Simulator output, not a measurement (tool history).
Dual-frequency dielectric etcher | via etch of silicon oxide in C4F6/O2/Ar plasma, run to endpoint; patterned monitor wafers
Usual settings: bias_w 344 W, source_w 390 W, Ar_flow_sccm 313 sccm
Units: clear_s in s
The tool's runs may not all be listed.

run,hour,bias_w,source_w,Ar_flow_sccm,"incoming incoming film thickness, nm",clear_s
1,0.0,344,390,253,95.4,21.6
2,22.3,344,390,313,95.4,22.8
3,42.2,344,390,313,94.0,22.2
4,58.4,344,390,313,95.7,22.4
5,91.2,344,390,313,94.7,22.4
# hour 117.8: bias power generator calibrated
6,118.3,344,390,313,95.0,22.6
7,141.1,344,390,313,95.2,22.7
8,162.3,344,390,313,95.2,22.9
9,177.2,344,390,313,95.7,22.9
10,204.0,344,390,313,95.1,22.9
11,222.4,399,390,295,95.2,21.4
# hour 254.4: upper electrode replaced
12,254.9,399,390,295,95.6,21.7
13,257.1,395,390,287,95.6,21.5
# hour 302.7: wet clean of the chamber
14,303.2,382,440,281,94.6,21.3
15,315.5,344,390,313,96.5,24.0
16,346.8,344,450,313,96.0,23.2
17,362.6,344,390,347,95.1,24.0
# hour 374.5: source power generator calibrated
18,386.0,344,390,313,94.9,23.8
19,419.2,397,300,377,95.8,24.6
# hour 444.1: wet clean of the chamber, repeated, since the last time left the tool worse
20,444.6,344,390,360,95.2,23.0
# hour 465.0: Ar flow controller replaced
21,473.0,396,290,338,94.3,22.4
22,494.2,344,430,279,96.2,22.0
23,510.4,344,390,274,96.9,22.7
24,523.0,344,290,285,95.6,23.7
25,548.1,264,350,313,95.6,26.3
26,572.8,344,390,313,94.7,22.5
27,593.8,424,480,313,96.8,20.1
28,627.5,344,300,380,94.6,24.6

Forecast each of these 5 alternatives for the next run:
A,627.9,344,390,289,94.6,?
B,627.9,344,450,255,94.6,?
C,627.9,296,390,386,94.6,?
D,627.9,344,440,281,94.6,?
E,627.9,306,470,260,94.6,?

run,clear_s
A,22.6
B,21.5
C,25.3
D,22.0
E,22.5
Without the tool's hidden state the same runs would have given:
run,clear_s
A,22.1
B,21.0
C,24.7
D,21.5
E,22.0
